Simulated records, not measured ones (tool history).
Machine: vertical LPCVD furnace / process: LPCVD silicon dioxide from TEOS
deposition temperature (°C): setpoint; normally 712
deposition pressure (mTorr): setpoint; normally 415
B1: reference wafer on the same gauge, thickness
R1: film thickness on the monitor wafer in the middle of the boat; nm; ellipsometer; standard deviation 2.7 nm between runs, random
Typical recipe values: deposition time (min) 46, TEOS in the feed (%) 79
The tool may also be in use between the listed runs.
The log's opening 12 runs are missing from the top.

run 13 hour=1068.6 | deposition_temperature_(°C)=712 deposition_pressure_(mTorr)=415 deposition_time_(min)=46 TEOS_in_the_feed_(%)=79 | B1=588.08 | R1=578.84
run 14 hour=1138.1 | deposition_temperature_(°C)=712 deposition_pressure_(mTorr)=415 deposition_time_(min)=46 TEOS_in_the_feed_(%)=79 | B1=588.08 | R1=579.59
run 15 hour=1249.6 | deposition_temperature_(°C)=707 deposition_pressure_(mTorr)=415 deposition_time_(min)=64 TEOS_in_the_feed_(%)=79 | B1=588.34 | R1=722.93
run 16 hour=1308.4 | deposition_temperature_(°C)=716 deposition_pressure_(mTorr)=415 deposition_time_(min)=36.5 TEOS_in_the_feed_(%)=74 | B1=587.62 | R1=489.52
run 17 hour=1527.2 | deposition_temperature_(°C)=707 deposition_pressure_(mTorr)=415 deposition_time_(min)=29.5 TEOS_in_the_feed_(%)=79 | B1=587.87 | R1=336.32
run 18 hour=1592.6 | deposition_temperature_(°C)=712 deposition_pressure_(mTorr)=415 deposition_time_(min)=46 TEOS_in_the_feed_(%)=79 | B1=588.64 | R1=590.58
run 19 hour=1629.7 | deposition_temperature_(°C)=723 deposition_pressure_(mTorr)=350 deposition_time_(min)=28 TEOS_in_the_feed_(%)=75 | B1=588.89 | R1=407.1
run 20 hour=1716.9 | deposition_temperature_(°C)=712 deposition_pressure_(mTorr)=415 deposition_time_(min)=46 TEOS_in_the_feed_(%)=88 | B1=587.62 | R1=622.1
-- hour=1742.5 gauge calibrated
run 21 hour=1764.7 | deposition_temperature_(°C)=715 deposition_pressure_(mTorr)=505 deposition_time_(min)=54.5 TEOS_in_the_feed_(%)=65 | B1=588.27 | R1=740.98
run 22 hour=1844.8 | deposition_temperature_(°C)=712 deposition_pressure_(mTorr)=415 deposition_time_(min)=46 TEOS_in_the_feed_(%)=79 | B1=587.73 | R1=589.07
run 23 hour=1888.1 | deposition_temperature_(°C)=719 deposition_pressure_(mTorr)=415 deposition_time_(min)=59 TEOS_in_the_feed_(%)=79 | B1=587.77 | R1=885.11
run 24 hour=1962.9 | deposition_temperature_(°C)=706 deposition_pressure_(mTorr)=315 deposition_time_(min)=33.5 TEOS_in_the_feed_(%)=68 | B1=588.36 | R1=306.81
run 25 hour=2029.3 | deposition_temperature_(°C)=712 deposition_pressure_(mTorr)=415 deposition_time_(min)=46 TEOS_in_the_feed_(%)=79 | B1=587.9 | R1=592.09
run 26 hour=2114.1 | deposition_temperature_(°C)=702 deposition_pressure_(mTorr)=370 deposition_time_(min)=51 TEOS_in_the_feed_(%)=79 | B1=588.43 | R1=496.02
run 27 hour=2188.6 | deposition_temperature_(°C)=712 deposition_pressure_(mTorr)=415 deposition_time_(min)=32 TEOS_in_the_feed_(%)=72 | B1=587.86 | R1=391.71
run 28 hour=2282 | deposition_temperature_(°C)=712 deposition_pressure_(mTorr)=415 deposition_time_(min)=46 TEOS_in_the_feed_(%)=79 | B1=588.49 | R1=590.43
run 29 hour=2371.1 | deposition_temperature_(°C)=722 deposition_pressure_(mTorr)=465 deposition_time_(min)=37 TEOS_in_the_feed_(%)=68 | B1=588.36 | R1=587.44
run 30 hour=2418.6 | deposition_temperature_(°C)=701 deposition_pressure_(mTorr)=455 deposition_time_(min)=35.5 TEOS_in_the_feed_(%)=79 | B1=588.36 | R1=373.85
run 31 hour=2456.5 | deposition_temperature_(°C)=712 deposition_pressure_(mTorr)=415 deposition_time_(min)=46 TEOS_in_the_feed_(%)=79 | B1=588.27 | R1=594.51

Here are 4 independent what-if runs from the current tool condition. What would each one return?
run A hour=2460.7 | deposition_temperature_(°C)=712 deposition_pressure_(mTorr)=315 deposition_time_(min)=46 TEOS_in_the_feed_(%)=79 | B1=? | R1=?
run B hour=2460.7 | deposition_temperature_(°C)=703 deposition_pressure_(mTorr)=365 deposition_time_(min)=46 TEOS_in_the_feed_(%)=73 | B1=? | R1=?
run C hour=2460.7 | deposition_temperature_(°C)=722 deposition_pressure_(mTorr)=415 deposition_time_(min)=46 TEOS_in_the_feed_(%)=79 | B1=? | R1=?
run D hour=2460.7 | deposition_temperature_(°C)=712 deposition_pressure_(mTorr)=365 deposition_time_(min)=58 TEOS_in_the_feed_(%)=71 | B1=? | R1=?

run=A B1=588.06 R1=518.86
run=B B1=588.06 R1=435.5
run=C B1=588.06 R1=740.09
run=D B1=588.06 R1=665.1
Without the tool's hidden state the same runs would have given:
run=A R1=489
run=B R1=411.75
run=C R1=702.61
run=D R1=629.2
